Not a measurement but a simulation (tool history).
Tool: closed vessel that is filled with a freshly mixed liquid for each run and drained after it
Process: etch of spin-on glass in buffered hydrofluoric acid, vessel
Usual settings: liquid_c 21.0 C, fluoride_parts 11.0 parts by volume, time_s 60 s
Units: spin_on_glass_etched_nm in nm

| run | day | liquid_c | fluoride_parts | time_s | read-back film thickness of the spin-on glass reference wafer, read on the same gauge (nm) | spin_on_glass_etched_nm |
|---|---|---|---|---|---|---|
| 1 | 0.000 | 17.0 | 9.0 | 60 | 90.03 | 175.41 |
| 2 | 2.121 | 19.5 | 11.0 | 60 | 89.99 | 172.05 |
| 3 | 3.550 | 19.5 | 11.0 | 60 | 90.01 | 173.97 |
| 4 | 4.692 | 23.0 | 11.0 | 60 | 89.98 | 213.83 |
| 5 | 7.562 | 23.0 | 11.0 | 60 | 89.99 | 211.36 |
| 6 | 10.479 | 23.0 | 11.0 | 60 | 90.00 | 211.08 |
| 7 | 11.950 | 21.0 | 11.0 | 60 | 89.99 | 191.25 |
|  | 14.042 | gauge calibrated |
| 8 | 14.396 | 21.0 | 11.0 | 60 | 90.00 | 187.26 |
| 9 | 16.512 | 21.0 | 8.0 | 60 | 89.99 | 257.54 |
| 10 | 19.196 | 21.0 | 11.0 | 60 | 89.98 | 191.79 |
| 11 | 21.112 | 21.0 | 11.0 | 60 | 89.99 | 188.34 |
| 12 | 22.725 | 21.0 | 10.0 | 75 | 90.00 | 248.97 |
| 13 | 31.542 | 21.0 | 11.0 | 60 | 90.00 | 186.74 |
| 14 | 33.621 | 24.5 | 11.0 | 30 | 90.00 | 114.36 |
| 15 | 36.146 | 17.0 | 14.0 | 75 | 89.99 | 149.72 |
|  | 36.296 | thermometer replaced |
| 16 | 37.908 | 24.0 | 14.5 | 30 | 90.01 | 99.49 |
| 17 | 39.938 | 21.0 | 11.0 | 60 | 90.02 | 223.25 |
| 18 | 41.617 | 21.0 | 11.0 | 45 | 90.00 | 165.92 |
| 19 | 43.162 | 25.0 | 11.0 | 90 | 90.00 | 417.99 |
| 20 | 44.242 | 21.0 | 7.0 | 60 | 90.00 | 340.79 |
|  | 45.092 | hydrofluoric acid flow meter replaced |
| 21 | 45.650 | 25.0 | 8.5 | 80 | 89.98 | 413.35 |
|  | 46.804 | gauge calibrated |
| 22 | 48.417 | 23.0 | 11.0 | 40 | 90.00 | 145.49 |
| 23 | 51.075 | 17.0 | 11.0 | 40 | 89.99 | 106.93 |
| 24 | 52.725 | 21.0 | 11.0 | 60 | 89.99 | 197.69 |
| 25 | 54.371 | 21.0 | 11.0 | 60 | 89.99 | 195.87 |
| 26 | 56.792 | 21.0 | 11.0 | 60 | 90.01 | 195.72 |
| 27 | 60.075 | 21.0 | 8.5 | 60 | 90.01 | 247.33 |

What the log doesn't show, run by run:
gauge reads high (%): 0 in every run
H1: liquid colder than its thermometer reads (K)
H2: hydrofluoric acid flow above the setpoint (%)
| run | H1 | H2 |
|---|---|---|
| 1 | 2.18 | 5.43 |
| 2 | 2.23 | 5.75 |
| 3 | 2.26 | 5.97 |
| 4 | 2.28 | 6.15 |
| 5 | 2.34 | 6.59 |
| 6 | 2.41 | 7.05 |
| 7 | 2.44 | 7.27 |
| 8 | 2.49 | 7.65 |
| 9 | 2.54 | 7.98 |
| 10 | 2.59 | 8.39 |
| 11 | 2.64 | 8.69 |
| 12 | 2.67 | 8.94 |
| 13 | 2.86 | 10.3 |
| 14 | 2.9 | 10.6 |
| 15 | 2.96 | 11 |
| 16 | 0.149 | 11.3 |
| 17 | 0.193 | 11.6 |
| 18 | 0.229 | 11.9 |
| 19 | 0.262 | 12.1 |
| 20 | 0.285 | 12.3 |
| 21 | 0.316 | 0.42 |
| 22 | 0.375 | 0.848 |
| 23 | 0.432 | 1.26 |
| 24 | 0.468 | 1.51 |
| 25 | 0.503 | 1.77 |
| 26 | 0.555 | 2.14 |
| 27 | 0.626 | 2.65 |

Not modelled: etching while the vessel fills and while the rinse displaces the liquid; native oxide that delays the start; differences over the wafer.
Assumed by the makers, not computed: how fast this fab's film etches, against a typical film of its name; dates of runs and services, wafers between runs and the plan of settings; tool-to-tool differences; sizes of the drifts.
